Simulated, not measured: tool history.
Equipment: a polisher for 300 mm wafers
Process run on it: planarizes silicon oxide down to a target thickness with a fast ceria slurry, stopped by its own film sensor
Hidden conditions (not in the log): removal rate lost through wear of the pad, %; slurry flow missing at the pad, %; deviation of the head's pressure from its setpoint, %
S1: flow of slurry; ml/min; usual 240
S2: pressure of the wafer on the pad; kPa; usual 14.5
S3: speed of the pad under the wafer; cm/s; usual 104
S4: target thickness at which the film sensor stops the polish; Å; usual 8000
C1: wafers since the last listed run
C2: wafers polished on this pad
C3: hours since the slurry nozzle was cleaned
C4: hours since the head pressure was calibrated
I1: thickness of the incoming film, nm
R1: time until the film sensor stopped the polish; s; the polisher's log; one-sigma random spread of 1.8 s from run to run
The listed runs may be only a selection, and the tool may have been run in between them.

| run | hour | S1 | S2 | S3 | S4 | C1 | C2 | C3 | C4 | I1 | R1 |
|---|---|---|---|---|---|---|---|---|---|---|---|
| 1 | 0 | 240 | 14.5 | 104 | 8000 | 0 | 1689 | 801.4 | 32.6 | 1731.6 | 110.6 |
|  | 36.8 | slurry nozzle cleaned |
| 2 | 91.8 | 240 | 14.5 | 104 | 8000 | 1064 | 2753 | 55 | 124.4 | 1692 | 105.4 |
| 3 | 129.3 | 240 | 14.5 | 104 | 8000 | 439 | 3192 | 92.5 | 161.9 | 1689.6 | 112.1 |
| 4 | 196.3 | 240 | 14.5 | 104 | 8000 | 785 | 3977 | 159.5 | 228.9 | 1724.1 | 120.1 |
| 5 | 279.1 | 240 | 14.5 | 104 | 8000 | 970 | 4948 | 242.3 | 311.7 | 1746.1 | 127.2 |
|  | 353.1 | worn pad replaced by a new one |
| 6 | 353.5 | 240 | 14.5 | 104 | 8000 | 824 | 4 | 316.7 | 386.1 | 1721.7 | 114.5 |
|  | 382.5 | head pressure recalibrated |
| 7 | 457.1 | 280 | 14.5 | 104 | 8000 | 1190 | 1195 | 420.3 | 74.6 | 1725 | 105.5 |
| 8 | 519.5 | 280 | 14.5 | 104 | 8000 | 731 | 1926 | 482.7 | 137 | 1724.8 | 109.5 |
| 9 | 610.7 | 280 | 14.5 | 104 | 8000 | 1068 | 2995 | 573.9 | 228.2 | 1728.6 | 117.8 |
| 10 | 771.8 | 240 | 14.5 | 104 | 8000 | 1887 | 4882 | 735 | 389.3 | 1736.7 | 127.6 |
|  | 786.9 | head pressure recalibrated |
|  | 797.1 | worn pad replaced by a new one |
| 11 | 829.6 | 240 | 14.5 | 104 | 8000 | 607 | 380 | 792.8 | 42.7 | 1724.1 | 105.6 |
| 12 | 867.8 | 240 | 14.5 | 104 | 8000 | 447 | 828 | 831 | 80.9 | 1704 | 104.7 |
|  | 904.4 | slurry nozzle cleaned |
| 13 | 927.7 | 240 | 14.5 | 104 | 9830 | 690 | 1518 | 23.3 | 140.8 | 1713.7 | 90.9 |
| 14 | 982 | 240 | 14.5 | 122 | 8000 | 636 | 2155 | 77.6 | 195.1 | 1740.7 | 99.1 |
| 15 | 1060.5 | 240 | 14.5 | 122 | 8000 | 919 | 3075 | 156.1 | 273.6 | 1742.2 | 104.2 |
| 16 | 1098.8 | 240 | 14.5 | 104 | 10150 | 448 | 3523 | 194.4 | 311.9 | 1756.9 | 97.7 |
|  | 1183.3 | head pressure recalibrated |
| 17 | 1189.4 | 240 | 12.4 | 126 | 6830 | 1038 | 4562 | 285 | 6.1 | 1710.1 | 121.8 |
|  | 1210.6 | worn pad replaced by a new one |
| 18 | 1260.8 | 240 | 14.5 | 104 | 8000 | 789 | 588 | 356.4 | 77.5 | 1703.5 | 100.4 |
| 19 | 1326.8 | 170 | 11 | 104 | 8000 | 773 | 1361 | 422.4 | 143.5 | 1712.4 | 145.3 |
| 20 | 1365.3 | 240 | 14.5 | 120 | 10810 | 451 | 1812 | 460.9 | 182 | 1715.2 | 64.5 |
| 21 | 1459.6 | 240 | 14.5 | 104 | 8000 | 1105 | 2917 | 555.2 | 276.3 | 1688.7 | 115.2 |
| 22 | 1538 | 315 | 18.6 | 88 | 5020 | 918 | 3836 | 633.6 | 354.7 | 1720.5 | 151.8 |
|  | 1561.5 | head pressure recalibrated |
| 23 | 1612.3 | 265 | 10.3 | 104 | 8000 | 847 | 4683 | 707.9 | 50.8 | 1694.6 | 158.2 |
|  | 1671.9 | worn pad replaced by a new one |
| 24 | 1692.3 | 240 | 14.5 | 130 | 8000 | 890 | 238 | 787.9 | 130.8 | 1687.4 | 80.9 |
|  | 1713.9 | slurry nozzle cleaned |
| 25 | 1732.9 | 325 | 19.3 | 86 | 5120 | 464 | 702 | 19 | 171.4 | 1698.3 | 120.8 |
| 26 | 1789.1 | 170 | 14.5 | 136 | 8000 | 658 | 1361 | 75.2 | 227.6 | 1739 | 91.6 |
| 27 | 1827.5 | 240 | 14.5 | 104 | 8000 | 449 | 1811 | 113.6 | 266 | 1711.3 | 112.2 |
| 28 | 1868.9 | 205 | 14.5 | 70 | 8000 | 485 | 2296 | 155 | 307.4 | 1742.3 | 180.1 |
| 29 | 1908.2 | 240 | 12.4 | 114 | 9690 | 460 | 2756 | 194.3 | 346.7 | 1735.9 | 104.7 |
|  | 2052.3 | worn pad replaced by a new one |
|  | 2069.5 | head pressure recalibrated |
| 30 | 2084.8 | 310 | 13.1 | 104 | 5980 | 1999 | 357 | 370.9 | 15.3 | 1718.3 | 141.6 |
| 31 | 2140.2 | 240 | 14.5 | 104 | 8000 | 649 | 1006 | 426.3 | 70.7 | 1728.7 | 105.3 |

Run 32 comes next. What will it give?
| 32 | 2224.2 | 180 | 14.5 | 114 | 8000 | 984 | 1991 | 510.3 | 154.7 | 1699.4 | ? |

R1: 102.1 s
Minus the tool's unlogged condition, the same run would have read R1 90.8 s.
